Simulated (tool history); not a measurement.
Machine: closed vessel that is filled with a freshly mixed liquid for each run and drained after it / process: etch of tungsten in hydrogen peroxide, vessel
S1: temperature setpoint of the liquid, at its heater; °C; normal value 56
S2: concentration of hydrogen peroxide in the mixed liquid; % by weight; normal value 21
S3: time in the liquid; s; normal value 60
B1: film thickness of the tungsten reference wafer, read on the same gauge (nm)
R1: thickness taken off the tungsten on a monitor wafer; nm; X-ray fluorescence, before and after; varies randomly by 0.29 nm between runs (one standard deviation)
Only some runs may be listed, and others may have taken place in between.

run,hour,S1,S2,S3,B1,R1
1,0,56,21,60,40,80.94
2,37,56,21,60,39.97,79.95
3,83.1,63,21,60,39.97,120.69
4,116.7,56,21,60,40.01,81.08
5,184.4,56,21,60,40.02,80.47
6,208.6,56,21,60,40.03,80.58
7,237.1,56,21,60,39.99,80.72
8,290.9,56,21,60,39.99,80.75
9,330.1,56,21,60,39.97,80.78
10,399,56,24,60,39.99,86.48
11,456.6,56,24,60,40,86.02
12,501.9,50,21,60,39.99,56.18
13,555.5,56,16.5,60,40.03,71.38
14,589.2,56,21,60,40.02,79.95
15,634.2,64,18.5,80,40.02,160.3
16,672.7,56,21,85,40.02,114.04
17,698.9,59.5,17,30,40.02,44.91
18,765.3,53.5,16,90,40.01,91.1
19,791,56,24,60,40,86.33
20,831.5,51.5,21,35,40.02,36.12
21,859.6,46,18.5,30,40.02,20.59
22,915,62.5,15.5,95,39.99,158.9
23,943.3,56,21,60,39.97,81.23
24,1007.7,56,21,60,40.04,80.88
25,1042.8,59.5,26.5,60,40.02,111.12
26,1094.4,56,25,40,39.97,58.72
27,1148.6,52.5,21,85,39.98,93.18
28,1178,56,25,40,39.96,58.22
29,1207.8,52,21,60,40.01,63.69
30,1253.2,52,21,45,40.02,47.66
31,1304.2,53,22.5,60,40.03,70.07

Put back what was entered between runs (7 entries, withheld): which listed runs does each sit between, and how does the hidden state differ from the listed run before to the listed run after?
After run 8, before run 9: new drum of peroxide connected (hour 325.1)
  both runs share identical hidden conditions
After run 9, before run 10: peroxide flow meter replaced (hour 359.5)
  both runs share identical hidden conditions
After run 16, before run 17: thermometer replaced (hour 690.9)
  both runs share identical hidden conditions
After run 18, before run 19: peroxide flow meter replaced (hour 789.5)
  both runs share identical hidden conditions
After run 23, before run 24: gauge calibrated (hour 983.2)
  both runs share identical hidden conditions
After run 28, before run 29: peroxide flow meter replaced (hour 1182.2)
  both runs share identical hidden conditions
After run 30, before run 31: new drum of peroxide connected (hour 1255.2)
  both runs share identical hidden conditions
